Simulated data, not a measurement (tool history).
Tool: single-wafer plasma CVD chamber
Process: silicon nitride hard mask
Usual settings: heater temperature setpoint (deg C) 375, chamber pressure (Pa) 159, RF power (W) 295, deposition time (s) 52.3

run,hour,heater temperature setpoint (deg C),chamber pressure (Pa),RF power (W),deposition time (s),wafers since the last listed run,hours since the last thermocouple change,hours since the last RF generator calibration,hours since the last manometer calibration,hours since the showerhead was replaced,hours since the gauge calibration,"read-back reference wafer on the same gauge, thickness_nm",mean film thickness on the monitor wafer (nm)
1,0.0,375,159,295,52.3,0,2229.6,805.8,1308.2,6039.4,873.1,47.124,52.332
2,33.4,375,159,295,52.3,835,2263.0,839.2,1341.6,6072.8,906.5,47.084,52.487
3,101.1,375,159,295,52.3,1693,2330.7,906.9,1409.3,6140.5,974.2,47.120,52.379
4,135.9,375,159,295,52.3,870,2365.5,941.7,1444.1,6175.3,1009.0,47.143,52.452
5,180.2,375,159,295,52.3,1108,2409.8,986.0,1488.4,6219.6,1053.3,47.068,52.731
6,209.4,375,159,295,52.3,730,2439.0,1015.2,1517.6,6248.8,1082.5,47.096,52.345
7,258.1,375,159,295,46.0,1218,2487.7,1063.9,1566.3,6297.5,1131.2,47.097,46.055
8,308.8,375,159,295,52.3,1268,2538.4,1114.6,1617.0,6348.2,1181.9,47.090,52.191
9,366.7,375,159,295,52.3,1448,2596.3,1172.5,1674.9,6406.1,1239.8,47.102,52.367
# hour 421.0: gauge calibrated
10,475.4,375,144,295,52.3,2719,2705.0,1281.2,1783.6,6514.8,54.4,47.100,50.404
11,543.4,375,144,295,52.3,1700,2773.0,1349.2,1851.6,6582.8,122.4,47.104,49.992
12,585.6,375,144,295,52.3,1055,2815.2,1391.4,1893.8,6625.0,164.6,47.155,50.328
13,615.5,375,159,315,52.3,747,2845.1,1421.3,1923.7,6654.9,194.5,47.100,55.137
14,642.2,375,159,295,52.3,667,2871.8,1448.0,1950.4,6681.6,221.2,47.122,52.294
# hour 658.0: thermocouple changed; heater temperature recalibrated
15,675.7,364,183,295,52.3,637,17.7,1481.5,1983.9,6715.1,254.7,47.091,55.711
# hour 723.4: RF generator calibrated
16,843.6,375,159,295,52.3,3999,185.6,120.2,2151.8,6883.0,422.6,47.098,52.188
17,869.6,375,159,295,52.3,650,211.6,146.2,2177.8,6909.0,448.6,47.141,52.209
# hour 925.5: showerhead replaced, of another model than before
18,926.0,375,159,295,47.4,1210,268.0,202.6,2234.2,0.5,505.0,47.083,46.809
19,1053.3,375,159,295,52.3,3184,395.3,329.9,2361.5,127.8,632.3,47.105,51.636
20,1103.6,375,132,295,52.3,1258,445.6,380.2,2411.8,178.1,682.6,47.106,45.632
# hour 1160.4: capacitance manometer re-zeroed and calibrated
21,1160.9,375,159,295,48.7,1233,502.9,437.5,0.5,235.4,739.9,47.120,50.492
22,1177.2,375,185,350,52.3,407,519.2,453.8,16.8,251.7,756.2,47.134,63.288
23,1218.2,380,148,330,48.9,1025,560.2,494.8,57.8,292.7,797.2,47.116,51.294
24,1260.5,375,159,295,57.8,1058,602.5,537.1,100.1,335.0,839.5,47.105,59.684
25,1305.7,385,159,240,42.0,1130,647.7,582.3,145.3,380.2,884.7,47.043,38.696
26,1356.0,382,159,340,52.3,1258,698.0,632.6,195.6,430.5,935.0,47.099,57.791
27,1421.7,375,197,325,47.0,1643,763.7,698.3,261.3,496.2,1000.7,47.111,55.998
# hour 1447.0: gauge calibrated
28,1474.3,360,131,295,62.7,1315,816.3,750.9,313.9,548.8,27.3,47.080,57.285
29,1525.0,384,195,260,62.2,1268,867.0,801.6,364.6,599.5,78.0,47.063,64.952

3 ways to go on from here, each from the tool as it stands after run 29. What would each give?
A,1525.4,375,159,295,52.3,10,867.4,802.0,365.0,599.9,78.4,?,?
B,1525.4,364,147,320,47.2,10,867.4,802.0,365.0,599.9,78.4,?,?
C,1525.4,387,129,295,52.3,10,867.4,802.0,365.0,599.9,78.4,?,?

run,"read-back reference wafer on the same gauge, thickness_nm",mean film thickness on the monitor wafer (nm)
A,47.115,53.513
B,47.115,48.371
C,47.115,46.877
Without the tool's hidden state the same runs would have given:
run,mean film thickness on the monitor wafer (nm)
A,54.553
B,49.350
C,47.945
